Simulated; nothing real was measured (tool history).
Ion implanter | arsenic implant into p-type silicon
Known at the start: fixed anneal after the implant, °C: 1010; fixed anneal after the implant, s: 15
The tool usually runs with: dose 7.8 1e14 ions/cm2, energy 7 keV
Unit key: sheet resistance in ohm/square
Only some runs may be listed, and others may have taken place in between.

run,hour,dose,energy,"read-back reference wafer on the same gauge, sheet resistance",sheet resistance
1,0,9.65,7,223.4,172.24
2,176.1,9.65,7,223.64,171.9
3,248.2,9.3,7,223.84,174.21
4,351.7,8.64,8.5,223.74,175.76
5,434.2,8.64,8.5,224.03,175.78
6,473.1,7.8,7,223.86,188.67
7,533.2,7.8,7,223.98,188.52
8,570.1,7.8,7,224,188.56
9,666.7,8.94,7,224.08,177.57
10,725.2,8.94,7,224.04,177.91
11,788.2,7.8,8,224.32,186.22
12,1093.9,7.8,6,224.58,191.36
13,1166,9.59,5,224.63,179.89
14,1272,9.59,5,224.75,180.89
15,1322.2,9.59,5,224.92,180.29
16,1361.5,7.8,7,224.57,188.37
17,1406.9,7.8,7,224.7,189.76
18,1564.5,8.9,7,225.12,178.51
19,1619.1,6.24,7,224.94,213.3
20,1705.5,7.8,7,225.17,188.99
21,1764.1,8.64,8.5,225.31,176.36
22,1957.1,5.63,7,222.93,224.08
23,2011.1,9.09,9,222.9,169.93
24,2111.5,8.71,7,222.76,178.78
25,2150.6,7.8,7,223.04,187.38
26,2235.1,7.8,5.5,223.23,192.88
27,2294.6,7.8,7,223.01,188
28,2337.1,7,6,223,201.48
29,2380.4,9.22,4.5,223.08,183.68
30,2472,8.45,5.5,223,185.72
31,2544.1,8.67,9,223.08,173.54
32,2592.8,9.75,5.5,223.17,176.28
33,2699.6,8.86,8.5,223.38,172.84
34,2753.4,8.9,7,223.09,176.66
35,2798.4,8.76,7,222.88,178.44
36,2880.5,8.59,8.5,223.21,175.17
37,2974.2,8.71,5.5,223.18,183.77

Between the runs listed above, the log contained 4 entries, not reproduced here. Where in the sequence does each belong, and how does what the log doesn't record of the tool's condition differ from the listed run before to the listed run after?
In the gap between runs 4 and 5: Faraday cup replaced and dose calibrated (hour 433.7)
  gauge reads high (%): 0.37 -> 0.4
  measured minus no-state result, sheet resistance: +0.65 -> +0.7 ohm/square
In the gap between runs 21 and 22: gauge calibrated (hour 1807.9)
  gauge reads high (%): 1.03 -> -0.034
  measured minus no-state result, sheet resistance: +1.79 -> -0.07 ohm/square
In the gap between runs 25 and 26: Faraday cup replaced and dose calibrated (hour 2234.6)
  gauge reads high (%): -0.026 -> -0.0205
  measured minus no-state result, sheet resistance: -0.05 -> -0.04 ohm/square
In the gap between runs 27 and 28: extraction supply calibrated (hour 2336.1)
  gauge reads high (%): -0.016 -> -0.0123
  measured minus no-state result, sheet resistance: -0.03 -> -0.02 ohm/square
